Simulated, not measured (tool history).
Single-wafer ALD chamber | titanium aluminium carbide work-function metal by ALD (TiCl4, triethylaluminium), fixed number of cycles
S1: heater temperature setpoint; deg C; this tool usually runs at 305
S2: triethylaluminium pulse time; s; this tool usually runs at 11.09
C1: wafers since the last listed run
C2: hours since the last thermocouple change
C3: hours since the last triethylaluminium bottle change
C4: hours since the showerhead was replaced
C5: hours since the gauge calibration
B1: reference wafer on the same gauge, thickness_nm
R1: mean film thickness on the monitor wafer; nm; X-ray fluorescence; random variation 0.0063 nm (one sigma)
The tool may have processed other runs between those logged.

Run 1, hour 0.0: usual settings but S1 314 deg C, S2 9.60 s; C1 0; C2 2156.2; C3 501.8; C4 6361.1; C5 508.1; B1 1.980. Result: R1 2.020 nm.
Run 2, hour 35.8: usual settings but S1 314 deg C, S2 9.60 s; C1 327; C2 2192.0; C3 537.6; C4 6396.9; C5 543.9; B1 1.980. Result: R1 2.005 nm.
Run 3, hour 68.2: usual settings but S1 314 deg C, S2 9.60 s; C1 296; C2 2224.4; C3 570.0; C4 6429.3; C5 576.3; B1 1.979. Result: R1 2.006 nm.
Run 4, hour 168.7: usual settings; C1 918; C2 2324.9; C3 670.5; C4 6529.8; C5 676.8; B1 1.980. Result: R1 1.995 nm.
Run 5, hour 183.7: usual settings; C1 137; C2 2339.9; C3 685.5; C4 6544.8; C5 691.8; B1 1.980. Result: R1 1.982 nm.
Run 6, hour 229.1: usual settings but S2 9.01 s; C1 414; C2 2385.3; C3 730.9; C4 6590.2; C5 737.2; B1 1.978. Result: R1 1.870 nm.
Run 7, hour 262.4: usual settings but S2 9.01 s; C1 304; C2 2418.6; C3 764.2; C4 6623.5; C5 770.5; B1 1.980. Result: R1 1.870 nm.
Run 8, hour 329.2: usual settings but S2 14.33 s; C1 610; C2 2485.4; C3 831.0; C4 6690.3; C5 837.3; B1 1.982. Result: R1 2.047 nm.
Run 9, hour 360.1: usual settings but S2 14.33 s; C1 282; C2 2516.3; C3 861.9; C4 6721.2; C5 868.2; B1 1.979. Result: R1 2.043 nm.
Run 10, hour 374.4: usual settings; C1 130; C2 2530.6; C3 876.2; C4 6735.5; C5 882.5; B1 1.979. Result: R1 1.973 nm.
At hour 381.7: gauge calibrated.
Run 11, hour 461.9: usual settings; C1 799; C2 2618.1; C3 963.7; C4 6823.0; C5 80.2; B1 1.980. Result: R1 1.984 nm.
Run 12, hour 478.9: usual settings; C1 155; C2 2635.1; C3 980.7; C4 6840.0; C5 97.2; B1 1.982. Result: R1 1.983 nm.
At hour 488.9: triethylaluminium bottle replaced.
Run 13, hour 513.4: usual settings but S1 301 deg C, S2 15.38 s; C1 242; C2 2669.6; C3 24.5; C4 6874.5; C5 131.7; B1 1.981. Result: R1 2.043 nm.
Run 14, hour 526.2: usual settings but S1 300 deg C; C1 116; C2 2682.4; C3 37.3; C4 6887.3; C5 144.5; B1 1.980. Result: R1 1.980 nm.
Run 15, hour 555.6: usual settings but S1 300 deg C, S2 8.37 s; C1 268; C2 2711.8; C3 66.7; C4 6916.7; C5 173.9; B1 1.982. Result: R1 1.885 nm.
At hour 591.1: showerhead replaced.
Run 16, hour 591.6: usual settings but S1 295 deg C, S2 9.42 s; C1 255; C2 2747.8; C3 102.7; C4 0.5; C5 209.9; B1 1.981. Result: R1 1.887 nm.
Run 17, hour 598.6: usual settings; C1 63; C2 2754.8; C3 109.7; C4 7.5; C5 216.9; B1 1.980. Result: R1 2.035 nm.
Run 18, hour 617.1: usual settings but S2 12.66 s; C1 169; C2 2773.3; C3 128.2; C4 26.0; C5 235.4; B1 1.978. Result: R1 2.065 nm.
At hour 635.9: thermocouple changed; heater temperature recalibrated.
Run 19, hour 723.5: usual settings but S1 317 deg C, S2 15.49 s; C1 899; C2 87.6; C3 234.6; C4 132.4; C5 341.8; B1 1.980. Result: R1 2.193 nm.
Run 20, hour 786.3: usual settings; C1 573; C2 150.4; C3 297.4; C4 195.2; C5 404.6; B1 1.980. Result: R1 2.010 nm.
Run 21, hour 809.2: usual settings but S1 311 deg C, S2 6.91 s; C1 209; C2 173.3; C3 320.3; C4 218.1; C5 427.5; B1 1.980. Result: R1 1.789 nm.
Run 22, hour 824.2: usual settings but S1 300 deg C, S2 14.37 s; C1 137; C2 188.3; C3 335.3; C4 233.1; C5 442.5; B1 1.980. Result: R1 2.020 nm.
Run 23, hour 839.0: usual settings but S1 291 deg C, S2 13.22 s; C1 135; C2 203.1; C3 350.1; C4 247.9; C5 457.3; B1 1.981. Result: R1 1.912 nm.
Run 24, hour 874.0: usual settings; C1 319; C2 238.1; C3 385.1; C4 282.9; C5 492.3; B1 1.981. Result: R1 2.010 nm.

How the hidden state differs across the entries between the runs, from the last listed run before each to the first after it:
Logged between run 10 and run 11: gauge calibrated (hour 381.7)
  triethylaluminium dose above that of a fresh bottle (%): -21.8 -> -22.2
  measured minus no-state result, R1: -0.074 -> -0.078 nm
Logged between run 12 and run 13: triethylaluminium bottle replaced (hour 488.9)
  triethylaluminium dose above that of a fresh bottle (%): -22.2 -> -3.02
  measured minus no-state result, R1: -0.078 -> -0.001 nm
Logged between run 15 and run 16: showerhead replaced (hour 591.1)
  triethylaluminium dose above that of a fresh bottle (%): -5.39 -> -7.19
  measured minus no-state result, R1: -0.025 -> -0.026 nm
Logged between run 18 and run 19: thermocouple changed; heater temperature recalibrated (hour 635.9)
  triethylaluminium dose above that of a fresh bottle (%): -8.37 -> -12.4
  measured minus no-state result, R1: -0.013 -> -0.010 nm

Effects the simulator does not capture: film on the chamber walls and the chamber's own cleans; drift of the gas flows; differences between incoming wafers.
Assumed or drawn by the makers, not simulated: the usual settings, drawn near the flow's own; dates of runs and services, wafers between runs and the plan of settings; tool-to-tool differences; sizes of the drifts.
